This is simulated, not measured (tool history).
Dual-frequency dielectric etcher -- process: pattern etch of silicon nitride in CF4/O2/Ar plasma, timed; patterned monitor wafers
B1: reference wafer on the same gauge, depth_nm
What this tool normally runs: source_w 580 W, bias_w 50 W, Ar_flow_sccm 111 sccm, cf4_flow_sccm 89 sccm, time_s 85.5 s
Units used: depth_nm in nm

run 1 hour=0.0 | source_w=580 bias_w=50 Ar_flow_sccm=111 cf4_flow_sccm=89 time_s=85.5 | B1=141.6 | depth_nm=162.9
run 2 hour=11.2 | source_w=580 bias_w=50 Ar_flow_sccm=111 cf4_flow_sccm=89 time_s=102.5 | B1=141.4 | depth_nm=194.0
run 3 hour=24.5 | source_w=620 bias_w=58 Ar_flow_sccm=111 cf4_flow_sccm=89 time_s=85.5 | B1=140.8 | depth_nm=176.9
run 4 hour=37.8 | source_w=580 bias_w=41 Ar_flow_sccm=111 cf4_flow_sccm=101 time_s=102.5 | B1=140.9 | depth_nm=180.5
-- hour=53.3 Ar flow controller replaced
run 5 hour=53.8 | source_w=720 bias_w=50 Ar_flow_sccm=139 cf4_flow_sccm=89 time_s=104.5 | B1=141.3 | depth_nm=214.3
run 6 hour=55.1 | source_w=580 bias_w=50 Ar_flow_sccm=111 cf4_flow_sccm=89 time_s=85.5 | B1=140.5 | depth_nm=160.6
run 7 hour=67.9 | source_w=500 bias_w=50 Ar_flow_sccm=130 cf4_flow_sccm=83 time_s=85.5 | B1=141.0 | depth_nm=138.6
-- hour=79.9 gauge calibrated
-- hour=93.9 wet clean of the chamber
run 8 hour=94.4 | source_w=580 bias_w=50 Ar_flow_sccm=111 cf4_flow_sccm=89 time_s=102.5 | B1=141.2 | depth_nm=200.8
run 9 hour=112.7 | source_w=580 bias_w=50 Ar_flow_sccm=125 cf4_flow_sccm=107 time_s=85.5 | B1=140.7 | depth_nm=167.7
-- hour=124.1 source power generator calibrated
run 10 hour=133.5 | source_w=650 bias_w=50 Ar_flow_sccm=111 cf4_flow_sccm=89 time_s=85.5 | B1=140.8 | depth_nm=178.5
run 11 hour=145.9 | source_w=580 bias_w=60 Ar_flow_sccm=89 cf4_flow_sccm=89 time_s=85.5 | B1=141.2 | depth_nm=188.1
run 12 hour=156.8 | source_w=580 bias_w=50 Ar_flow_sccm=137 cf4_flow_sccm=78 time_s=77.5 | B1=141.0 | depth_nm=139.6
run 13 hour=168.7 | source_w=670 bias_w=45 Ar_flow_sccm=111 cf4_flow_sccm=89 time_s=85.5 | B1=141.0 | depth_nm=177.1
run 14 hour=184.4 | source_w=580 bias_w=50 Ar_flow_sccm=91 cf4_flow_sccm=89 time_s=85.5 | B1=141.3 | depth_nm=171.3
run 15 hour=198.3 | source_w=580 bias_w=50 Ar_flow_sccm=111 cf4_flow_sccm=89 time_s=102.5 | B1=141.3 | depth_nm=198.5

Run 16 is up next; what results do you expect?
run 16 hour=208.5 | source_w=580 bias_w=50 Ar_flow_sccm=111 cf4_flow_sccm=89 time_s=93.5 | B1=? | depth_nm=?

Run 16 came out at B1 140.8, depth_nm 180.2 nm.
The same run, on a tool lacking any hidden state, would have yielded depth_nm 183.1 nm.
